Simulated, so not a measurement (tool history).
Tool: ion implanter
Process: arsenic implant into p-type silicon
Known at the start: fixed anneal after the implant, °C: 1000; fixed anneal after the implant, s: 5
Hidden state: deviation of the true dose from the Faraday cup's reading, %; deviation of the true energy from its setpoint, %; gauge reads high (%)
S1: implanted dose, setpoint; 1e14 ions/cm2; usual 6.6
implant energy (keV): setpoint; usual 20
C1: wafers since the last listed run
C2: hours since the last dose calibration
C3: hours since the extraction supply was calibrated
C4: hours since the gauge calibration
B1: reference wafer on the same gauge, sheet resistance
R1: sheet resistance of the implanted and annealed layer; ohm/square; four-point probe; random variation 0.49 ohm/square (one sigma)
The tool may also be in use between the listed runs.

Run 1, hour 0: usual settings; C1 0; C2 509.2; C3 3270.4; C4 844.3; B1 170.26. Result: R1 172.31 ohm/square.
Run 2, hour 33: usual settings; C1 570; C2 542.2; C3 3303.4; C4 877.3; B1 170.38. Result: R1 172.55 ohm/square.
Run 3, hour 54.3: usual settings but implant energy (keV) 14.5; C1 367; C2 563.5; C3 3324.7; C4 898.6; B1 170.36. Result: R1 183.91 ohm/square.
Run 4, hour 67.2: usual settings but implant energy (keV) 14.5; C1 222; C2 576.4; C3 3337.6; C4 911.5; B1 170.47. Result: R1 184.16 ohm/square.
Run 5, hour 80.4: usual settings but implant energy (keV) 15; C1 228; C2 589.6; C3 3350.8; C4 924.7; B1 170.54. Result: R1 183.81 ohm/square.
Run 6, hour 100.3: usual settings but implant energy (keV) 15; C1 343; C2 609.5; C3 3370.7; C4 944.6; B1 170.48. Result: R1 182.37 ohm/square.
Run 7, hour 123: usual settings; C1 392; C2 632.2; C3 3393.4; C4 967.3; B1 170.57. Result: R1 171.79 ohm/square.
Run 8, hour 151.7: usual settings; C1 495; C2 660.9; C3 3422.1; C4 996; B1 170.72. Result: R1 172.39 ohm/square.
Run 9, hour 173: usual settings; C1 367; C2 682.2; C3 3443.4; C4 1017.3; B1 170.79. Result: R1 172.41 ohm/square.
Run 10, hour 200.4: usual settings but implant energy (keV) 18.5; C1 473; C2 709.6; C3 3470.8; C4 1044.7; B1 170.88. Result: R1 175.06 ohm/square.
At hour 212.8: gauge calibrated.
Run 11, hour 217.4: usual settings but implant energy (keV) 18.5; C1 293; C2 726.6; C3 3487.8; C4 4.6; B1 168.91. Result: R1 172.97 ohm/square.
Run 12, hour 244.7: usual settings but implant energy (keV) 22.5; C1 471; C2 753.9; C3 3515.1; C4 31.9; B1 169.04. Result: R1 166.83 ohm/square.
Run 13, hour 276.8: usual settings but S1 5.81 1e14 ions/cm2, implant energy (keV) 23.5; C1 554; C2 786; C3 3547.2; C4 64; B1 168.98. Result: R1 178.85 ohm/square.
Run 14, hour 291.4: usual settings but S1 7.78 1e14 ions/cm2, implant energy (keV) 18.5; C1 252; C2 800.6; C3 3561.8; C4 78.6; B1 168.97. Result: R1 158.56 ohm/square.
Run 15, hour 318.4: usual settings but S1 7.78 1e14 ions/cm2, implant energy (keV) 18.5; C1 466; C2 827.6; C3 3588.8; C4 105.6; B1 169. Result: R1 159.67 ohm/square.
Run 16, hour 335.2: usual settings but S1 7.78 1e14 ions/cm2, implant energy (keV) 18.5; C1 290; C2 844.4; C3 3605.6; C4 122.4; B1 168.93. Result: R1 160.03 ohm/square.
Run 17, hour 350.9: usual settings but S1 7.37 1e14 ions/cm2, implant energy (keV) 25.5; C1 271; C2 860.1; C3 3621.3; C4 138.1; B1 168.98. Result: R1 151.84 ohm/square.
Run 18, hour 384.4: usual settings but S1 7.72 1e14 ions/cm2, implant energy (keV) 16; C1 578; C2 893.6; C3 3654.8; C4 171.6; B1 169.02. Result: R1 165.63 ohm/square.
Run 19, hour 401.6: usual settings but S1 8.31 1e14 ions/cm2, implant energy (keV) 26; C1 297; C2 910.8; C3 3672; C4 188.8; B1 169.05. Result: R1 140.83 ohm/square.
Run 20, hour 414.7: usual settings but S1 6.09 1e14 ions/cm2, implant energy (keV) 15; C1 226; C2 923.9; C3 3685.1; C4 201.9; B1 168.97. Result: R1 187.24 ohm/square.
Run 21, hour 450.4: usual settings but implant energy (keV) 25; C1 616; C2 959.6; C3 3720.8; C4 237.6; B1 169.1. Result: R1 162.26 ohm/square.
Run 22, hour 475.1: usual settings but S1 7.58 1e14 ions/cm2; C1 426; C2 984.3; C3 3745.5; C4 262.3; B1 169.04. Result: R1 158.3 ohm/square.
Run 23, hour 498.3: usual settings but S1 4.71 1e14 ions/cm2, implant energy (keV) 26.5; C1 400; C2 1007.5; C3 3768.7; C4 285.5; B1 169.1. Result: R1 201.44 ohm/square.
Run 24, hour 529: usual settings but S1 8.27 1e14 ions/cm2, implant energy (keV) 22.5; C1 530; C2 1038.2; C3 3799.4; C4 316.2; B1 169.1. Result: R1 147.29 ohm/square.
Run 25, hour 553.3: usual settings; C1 419; C2 1062.5; C3 3823.7; C4 340.5; B1 169.12. Result: R1 171.11 ohm/square.
Run 26, hour 574.8: usual settings but S1 5.8 1e14 ions/cm2, implant energy (keV) 18; C1 371; C2 1084; C3 3845.2; C4 362; B1 169.08. Result: R1 188.82 ohm/square.
At hour 596.8: Faraday cup replaced and dose calibrated.
Run 27, hour 597.3: usual settings but S1 5.11 1e14 ions/cm2, implant energy (keV) 15; C1 250; C2 0.5; C3 3867.7; C4 384.5; B1 169.07. Result: R1 207.8 ohm/square.
Run 28, hour 608.6: usual settings but S1 6.1 1e14 ions/cm2; C1 195; C2 11.8; C3 3879; C4 395.8; B1 169.21. Result: R1 178.03 ohm/square.
Run 29, hour 640.1: usual settings but S1 8.47 1e14 ions/cm2, implant energy (keV) 13; C1 544; C2 43.3; C3 3910.5; C4 427.3; B1 169.19. Result: R1 169.18 ohm/square.
At hour 649.8: extraction supply calibrated.
Run 30, hour 669.6: usual settings; C1 371; C2 72.8; C3 19.8; C4 456.8; B1 169.25. Result: R1 171.28 ohm/square.
Run 31, hour 701.7: usual settings but S1 7.87 1e14 ions/cm2, implant energy (keV) 23.5; C1 554; C2 104.9; C3 51.9; C4 488.9; B1 169.27. Result: R1 149.24 ohm/square.
Run 32, hour 734.1: usual settings but S1 7.48 1e14 ions/cm2, implant energy (keV) 17; C1 559; C2 137.3; C3 84.3; C4 521.3; B1 169.39. Result: R1 166.98 ohm/square.
Run 33, hour 761.5: usual settings but S1 8.27 1e14 ions/cm2, implant energy (keV) 16; C1 473; C2 164.7; C3 111.7; C4 548.7; B1 169.39. Result: R1 162.1 ohm/square.
Run 34, hour 795.1: usual settings; C1 580; C2 198.3; C3 145.3; C4 582.3; B1 169.4. Result: R1 171.51 ohm/square.
Run 35, hour 808.7: usual settings but S1 5.11 1e14 ions/cm2, implant energy (keV) 15; C1 234; C2 211.9; C3 158.9; C4 595.9; B1 169.52. Result: R1 209.03 ohm/square.
Run 36, hour 844.2: usual settings; C1 613; C2 247.4; C3 194.4; C4 631.4; B1 169.62. Result: R1 171.5 ohm/square.
Run 37, hour 867: usual settings but S1 5.92 1e14 ions/cm2, implant energy (keV) 25.5; C1 393; C2 270.2; C3 217.2; C4 654.2; B1 169.58. Result: R1 173.8 ohm/square.
Run 38, hour 889.8: usual settings but S1 5.83 1e14 ions/cm2; C1 393; C2 293; C3 240; C4 677; B1 169.67. Result: R1 184.94 ohm/square.

How the hidden state differs across the entries between the runs, from the last listed run before each to the first after it:
Between runs 10 and 11: gauge calibrated (hour 212.8)
  gauge reads high (%): 1.1 -> -0.0355
  measured less the result without the state, R1: +1.9 -> -0.06 ohm/square
Between runs 26 and 27: Faraday cup replaced and dose calibrated (hour 596.8)
  gauge reads high (%): 0.0866 -> 0.102
  measured less the result without the state, R1: +0.17 -> +0.21 ohm/square
Between runs 29 and 30: extraction supply calibrated (hour 649.8)
  gauge reads high (%): 0.135 -> 0.159
  measured less the result without the state, R1: +0.22 -> +0.27 ohm/square

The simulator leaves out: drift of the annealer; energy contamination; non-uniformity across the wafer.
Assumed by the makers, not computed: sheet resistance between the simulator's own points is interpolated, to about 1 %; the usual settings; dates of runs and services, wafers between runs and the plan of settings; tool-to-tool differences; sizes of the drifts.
